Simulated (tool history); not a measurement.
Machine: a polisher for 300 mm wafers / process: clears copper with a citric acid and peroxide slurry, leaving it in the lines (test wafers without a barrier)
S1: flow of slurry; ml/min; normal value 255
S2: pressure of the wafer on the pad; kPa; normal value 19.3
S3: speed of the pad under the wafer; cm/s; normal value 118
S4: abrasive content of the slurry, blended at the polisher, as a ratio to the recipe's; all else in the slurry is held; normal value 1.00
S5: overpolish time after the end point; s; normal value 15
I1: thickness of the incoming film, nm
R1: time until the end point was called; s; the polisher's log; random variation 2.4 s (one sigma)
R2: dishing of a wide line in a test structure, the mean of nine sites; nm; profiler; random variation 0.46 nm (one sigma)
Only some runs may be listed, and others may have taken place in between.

Run 1, day 0.000: usual settings; I1 327.3. Result: R1 123.0 s, R2 26.7 nm.
At day 0.275: slurry nozzle cleaned.
At day 0.600: head pressure recalibrated.
Run 2, day 1.429: usual settings; I1 329.1. Result: R1 115.7 s, R2 28.3 nm.
Run 3, day 2.583: usual settings; I1 327.0. Result: R1 112.5 s, R2 28.7 nm.
Run 4, day 3.629: usual settings but S1 200 ml/min, S4 0.85; I1 332.1. Result: R1 120.9 s, R2 27.9 nm.
At day 3.933: slurry blender recalibrated.
At day 4.012: worn pad replaced by a new one.
Run 5, day 4.146: usual settings; I1 331.3. Result: R1 118.4 s, R2 28.4 nm.
Run 6, day 5.421: usual settings; I1 327.7. Result: R1 109.8 s, R2 28.7 nm.
At day 9.050: head pressure recalibrated, repeated, since the last time left the tool worse.
Run 7, day 9.462: usual settings; I1 327.9. Result: R1 124.8 s, R2 26.8 nm.
Run 8, day 10.296: usual settings but S1 310 ml/min, S2 15.9 kPa, S3 144 cm/s, S5 21 s; I1 324.6. Result: R1 118.7 s, R2 36.1 nm.
At day 10.708: slurry nozzle cleaned.
Run 9, day 10.967: usual settings but S5 9 s; I1 327.6. Result: R1 125.0 s, R2 16.0 nm.
Run 10, day 12.108: usual settings but S1 175 ml/min, S2 22.1 kPa, S5 23 s; I1 329.3. Result: R1 115.1 s, R2 41.8 nm.
Run 11, day 12.758: usual settings but S1 170 ml/min, S2 24.1 kPa, S3 146 cm/s; I1 329.0. Result: R1 88.8 s, R2 37.9 nm.
Run 12, day 13.283: usual settings; I1 333.1. Result: R1 131.8 s, R2 26.2 nm.
At day 13.950: worn pad replaced by a new one.
At day 14.512: slurry blender recalibrated.
Run 13, day 14.533: usual settings but S1 170 ml/min, S2 26.2 kPa, S3 80 cm/s, S4 0.75; I1 329.6. Result: R1 145.3 s, R2 23.7 nm.
Run 14, day 15.992: usual settings but S2 22.8 kPa, S5 18 s; I1 325.2. Result: R1 104.9 s, R2 36.6 nm.
Run 15, day 16.746: usual settings but S3 96 cm/s, S4 1.10; I1 333.6. Result: R1 159.4 s, R2 21.7 nm.
Run 16, day 17.850: usual settings but S2 22.1 kPa, S3 102 cm/s, S5 10 s; I1 329.9. Result: R1 124.8 s, R2 17.5 nm.
Run 17, day 18.721: usual settings; I1 328.2. Result: R1 126.5 s, R2 26.4 nm.
Run 18, day 19.854: usual settings; I1 336.4. Result: R1 126.8 s, R2 26.5 nm.
At day 22.329: slurry nozzle cleaned.
Run 19, day 23.346: usual settings but S2 26.2 kPa, S3 142 cm/s, S5 18 s; I1 334.4. Result: R1 77.4 s, R2 48.0 nm.
At day 23.729: worn pad replaced by a new one.
Run 20, day 24.542: usual settings but S2 23.4 kPa, S4 1.20; I1 331.8. Result: R1 99.5 s, R2 32.4 nm.
At day 24.996: slurry blender recalibrated.
Run 21, day 25.671: usual settings; I1 326.3. Result: R1 116.2 s, R2 26.9 nm.

Run 22 is up next; what results do you expect?
Run 22, day 26.212: usual settings; I1 329.5. Result: R1 ?, R2 ?.

For run 22 the tool returned R1 120.3 s, R2 28.4 nm.
With the hidden condition absent and the run-to-run variation left alone, this run would have shown R1 129.8 s, R2 26.4 nm.
